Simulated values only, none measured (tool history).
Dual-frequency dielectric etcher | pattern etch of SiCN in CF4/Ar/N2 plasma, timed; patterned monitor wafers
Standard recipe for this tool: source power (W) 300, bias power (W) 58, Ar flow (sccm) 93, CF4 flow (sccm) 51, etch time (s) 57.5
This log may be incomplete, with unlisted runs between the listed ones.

run	hour	source power (W)	bias power (W)	Ar flow (sccm)	CF4 flow (sccm)	etch time (s)	read-back reference wafer on the same gauge, depth_nm	mean etch depth across the wafer (Å)
1	0	300	58	93	51	57.5	34.3	323.7
2	17.1	300	69	93	51	50	34.3	300.8
3	26.4	300	58	93	56	57.5	34.29	328.4
4	44.2	300	58	114	38	57.5	34.31	303.2
5	59.5	250	58	93	45	48	34.3	240.2
6	68.9	300	58	93	63	57.5	34.3	332.8
7	76.6	300	58	93	51	57.5	34.29	324.4
# hour 85.6: Ar flow controller replaced
8	86.1	340	53	93	62	57.5	34.28	344.8
9	95.4	250	58	93	51	52	34.32	264.6
# hour 133.9: gauge calibrated
# hour 150.8: upper electrode replaced
10	151.3	300	58	93	51	57.5	34.3	322.9
11	151.6	300	58	93	51	57.5	34.29	322
12	155.8	300	58	93	51	57.5	34.31	322.1
# hour 181.8: wet clean of the chamber
13	182.3	300	58	93	51	57.5	34.28	328.3
14	182.6	300	58	93	51	52	34.3	297.5
# hour 186.8: source power generator calibrated
15	194	360	58	93	51	57.5	34.3	363.4
16	204.7	300	46	93	51	57.5	34.28	300
17	214.4	300	58	93	51	47	34.28	267.4
18	241.8	300	58	87	51	57.5	34.29	329.5
19	254	300	51	83	51	57.5	34.29	314.6
20	264.2	220	46	93	51	57.5	34.28	254.1
21	315.3	240	58	93	51	57.5	34.3	290.5
22	326.2	300	58	93	48	53	34.29	297.4

Predict each of these 3 candidate next runs independently; none follows another, all start after run 22:
A	326.6	300	58	93	51	73.5	?	?
B	326.6	270	58	72	51	57.5	?	?
C	326.6	300	58	115	63	57.5	?	?

run	read-back reference wafer on the same gauge, depth_nm	mean etch depth across the wafer (Å)
A	34.31	416.4
B	34.31	313.8
C	34.31	329.8
The same runs, with their run-to-run variation unchanged, on a tool lacking any hidden condition would have given:
run	mean etch depth across the wafer (Å)
A	417.2
B	314.4
C	330.5
